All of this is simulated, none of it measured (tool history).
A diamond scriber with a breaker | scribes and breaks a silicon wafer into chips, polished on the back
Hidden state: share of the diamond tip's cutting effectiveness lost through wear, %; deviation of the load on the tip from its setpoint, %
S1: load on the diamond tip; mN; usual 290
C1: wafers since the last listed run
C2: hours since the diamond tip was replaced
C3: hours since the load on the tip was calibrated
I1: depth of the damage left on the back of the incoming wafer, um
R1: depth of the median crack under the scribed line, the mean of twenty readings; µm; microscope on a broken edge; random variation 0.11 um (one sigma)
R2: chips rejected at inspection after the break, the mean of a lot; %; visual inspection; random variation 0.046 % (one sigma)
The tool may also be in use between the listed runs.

{"run": 1, "day": 0.0, "S1": 290, "C1": 0, "C2": 29.3, "C3": 659.4, "I1": 0.02, "R1": 9.46, "R2": 1.21}
{"run": 2, "day": 0.833, "S1": 328, "C1": 24, "C2": 49.3, "C3": 679.4, "I1": 0.03, "R1": 10.66, "R2": 5.16}
{"run": 3, "day": 1.604, "S1": 290, "C1": 22, "C2": 67.8, "C3": 697.9, "I1": 0.05, "R1": 9.39, "R2": 0.85}
{"run": 4, "day": 2.846, "S1": 290, "C1": 36, "C2": 97.6, "C3": 727.7, "I1": 0.03, "R1": 9.1, "R2": 0.97}
{"run": 5, "day": 4.15, "S1": 290, "C1": 38, "C2": 128.9, "C3": 759.0, "I1": 0.04, "R1": 8.97, "R2": 1.0}
{"run": 6, "day": 5.288, "S1": 290, "C1": 33, "C2": 156.2, "C3": 786.3, "I1": 0.05, "R1": 9.03, "R2": 1.04}
{"run": 7, "day": 5.812, "S1": 290, "C1": 15, "C2": 168.8, "C3": 798.9, "I1": 0.04, "R1": 9.16, "R2": 1.07}
{"run": 8, "day": 6.846, "S1": 290, "C1": 30, "C2": 193.6, "C3": 823.7, "I1": 0.02, "R1": 9.03, "R2": 1.08}
{"run": 9, "day": 7.925, "S1": 290, "C1": 31, "C2": 219.5, "C3": 849.6, "I1": 0.02, "R1": 9.14, "R2": 0.97}
{"run": 10, "day": 9.271, "S1": 259, "C1": 39, "C2": 251.8, "C3": 881.9, "I1": 0.03, "R1": 7.87, "R2": 6.03}
{"day": 9.658, "done": "diamond tip replaced by a new one"}
{"run": 11, "day": 10.408, "S1": 290, "C1": 30, "C2": 18.0, "C3": 909.2, "I1": 0.02, "R1": 9.96, "R2": 2.37}
{"day": 11.129, "done": "load on the tip recalibrated"}
{"run": 12, "day": 11.15, "S1": 239, "C1": 19, "C2": 35.8, "C3": 0.5, "I1": 0.04, "R1": 7.0, "R2": 16.41}
{"run": 13, "day": 12.188, "S1": 248, "C1": 30, "C2": 60.7, "C3": 25.4, "I1": 0.01, "R1": 7.06, "R2": 12.57}
{"run": 14, "day": 13.483, "S1": 214, "C1": 37, "C2": 91.8, "C3": 56.5, "I1": 0.05, "R1": 5.56, "R2": 35.38}
{"run": 15, "day": 14.408, "S1": 312, "C1": 27, "C2": 114.0, "C3": 78.7, "I1": 0.03, "R1": 8.99, "R2": 1.03}

The next listed run, before its measurement:
{"run": 16, "day": 15.021, "S1": 210, "C1": 17, "C2": 128.7, "C3": 93.4, "I1": 0.02, "R1": "?", "R2": "?"}

{"run 16": {"R1": 5.41, "R2": 40.36}}
Without the tool's hidden state the same run would have given R1 6.01 µm, R2 28.49 %.
